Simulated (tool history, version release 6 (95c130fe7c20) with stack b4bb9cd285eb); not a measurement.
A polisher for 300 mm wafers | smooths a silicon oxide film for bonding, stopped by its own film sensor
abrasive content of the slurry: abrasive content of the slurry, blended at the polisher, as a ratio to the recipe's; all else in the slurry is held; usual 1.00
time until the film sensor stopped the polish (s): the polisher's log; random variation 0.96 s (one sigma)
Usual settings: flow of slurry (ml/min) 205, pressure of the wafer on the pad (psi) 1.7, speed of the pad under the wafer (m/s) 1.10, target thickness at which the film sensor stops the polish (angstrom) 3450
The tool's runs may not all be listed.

run	hour	flow of slurry (ml/min)	pressure of the wafer on the pad (psi)	speed of the pad under the wafer (m/s)	abrasive content of the slurry	target thickness at which the film sensor stops the polish (angstrom)	incoming thickness of the incoming film, nm	time until the film sensor stopped the polish (s)
1	0.0	205	1.2	1.20	1.00	3450	385.0	67.2
2	13.9	205	1.2	1.20	1.00	3450	396.7	86.0
3	21.1	205	2.2	1.10	1.00	3450	389.4	43.3
# hour 26.6: worn pad replaced by a new one
4	31.8	205	1.2	1.10	1.00	3450	387.7	74.2
5	38.7	205	1.2	1.10	1.00	3450	393.8	85.5
6	47.6	205	1.2	1.10	1.00	3450	393.3	86.1
7	58.7	240	1.7	1.10	1.00	3450	388.6	52.3
8	64.8	240	1.7	1.10	1.00	3450	393.9	58.6
9	79.9	240	1.7	1.10	1.00	3450	388.9	53.3
# hour 99.8: worn pad replaced by a new one
10	105.2	155	1.7	1.30	1.00	3450	393.1	56.3
11	118.7	155	1.7	1.30	1.00	3450	387.1	49.5
12	127.0	185	1.7	1.10	1.00	3550	397.1	53.2
# hour 128.5: slurry nozzle cleaned
13	135.5	255	1.9	1.10	1.15	3560	387.3	32.0
14	143.6	155	1.7	1.30	1.00	3450	389.0	51.6
15	155.6	240	1.7	1.10	1.00	3450	389.5	53.8
16	162.7	230	1.7	1.30	1.00	3450	396.4	56.2
# hour 166.6: head pressure recalibrated
# hour 176.5: worn pad replaced by a new one
17	177.3	155	1.7	1.30	1.00	3450	395.5	58.1
18	189.7	270	1.5	0.96	1.00	3450	389.4	67.9
# hour 203.4: slurry blender recalibrated
19	205.6	205	1.7	1.10	1.00	3330	388.1	70.7
20	211.8	205	2.1	1.40	0.80	3450	389.3	41.1
21	219.0	255	1.9	1.10	1.15	3560	389.6	35.5
22	230.1	175	1.1	1.10	0.85	3560	386.1	64.4
# hour 239.3: worn pad replaced by a new one
23	241.0	185	2.1	1.44	1.00	3450	390.5	38.0
24	253.5	270	2.3	1.10	1.00	3450	391.8	40.7

Forecast run 25:
25	269.3	205	1.2	1.10	1.00	3540	387.6	?

time until the film sensor stopped the polish (s): 57.7
Without the tool's hidden state the same run would have given time until the film sensor stopped the polish (s) 57.7.
